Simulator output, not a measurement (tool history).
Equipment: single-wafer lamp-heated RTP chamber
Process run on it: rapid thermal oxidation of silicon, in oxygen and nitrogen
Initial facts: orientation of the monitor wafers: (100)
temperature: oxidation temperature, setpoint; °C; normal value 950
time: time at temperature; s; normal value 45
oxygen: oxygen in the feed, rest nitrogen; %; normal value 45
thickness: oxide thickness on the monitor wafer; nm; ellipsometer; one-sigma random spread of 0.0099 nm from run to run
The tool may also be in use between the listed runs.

run,hour,temperature,time,oxygen,"read-back reference wafer on the same gauge, thickness",thickness
1,0.0,950,45,64,3.667,3.584
2,9.0,950,45,64,3.669,3.575
3,24.8,950,45,64,3.673,3.574
4,34.4,933,45,45,3.672,2.984
5,43.0,933,45,45,3.671,3.006
6,49.8,950,45,45,3.669,3.279
7,67.2,950,45,45,3.670,3.287
8,74.9,950,45,45,3.667,3.269
9,97.9,950,45,45,3.669,3.274
10,120.2,950,45,45,3.670,3.093
11,126.8,950,45,45,3.668,3.091
12,133.3,950,45,65,3.677,3.366
13,148.2,924,24,30,3.668,2.333
14,166.2,950,45,45,3.676,3.100
15,186.6,969,35,17,3.671,2.651
16,195.3,935,55,73,3.673,3.463
17,203.6,922,64,33,3.673,2.867
18,218.0,950,45,45,3.666,3.139
19,232.4,969,45,17,3.676,2.834
20,282.8,940,45,45,3.669,2.986
21,295.3,950,45,45,3.673,3.168

Missing from the log above: 3 entries noted between runs. For each, name the pair of listed runs it sits between and say how the tool's hidden condition differs from the listed run just before to the listed run just after:
Run 9 -> run 10: pyrometer window cleaned and pyrometer calibrated (hour 119.7)
  true wafer temperature minus pyrometer reading, K: 11.2 -> 0.168
  measured less the result without the state, thickness: +0.185 -> +0.002 nm
Run 14 -> run 15: oxygen flow controller replaced (hour 186.1)
  true wafer temperature minus pyrometer reading, K: 1.88 -> 2.54
  measured less the result without the state, thickness: +0.028 -> +0.021 nm
Run 17 -> run 18: gauge calibrated (hour 208.4)
  true wafer temperature minus pyrometer reading, K: 3.05 -> 3.46
  measured less the result without the state, thickness: +0.034 -> +0.054 nm
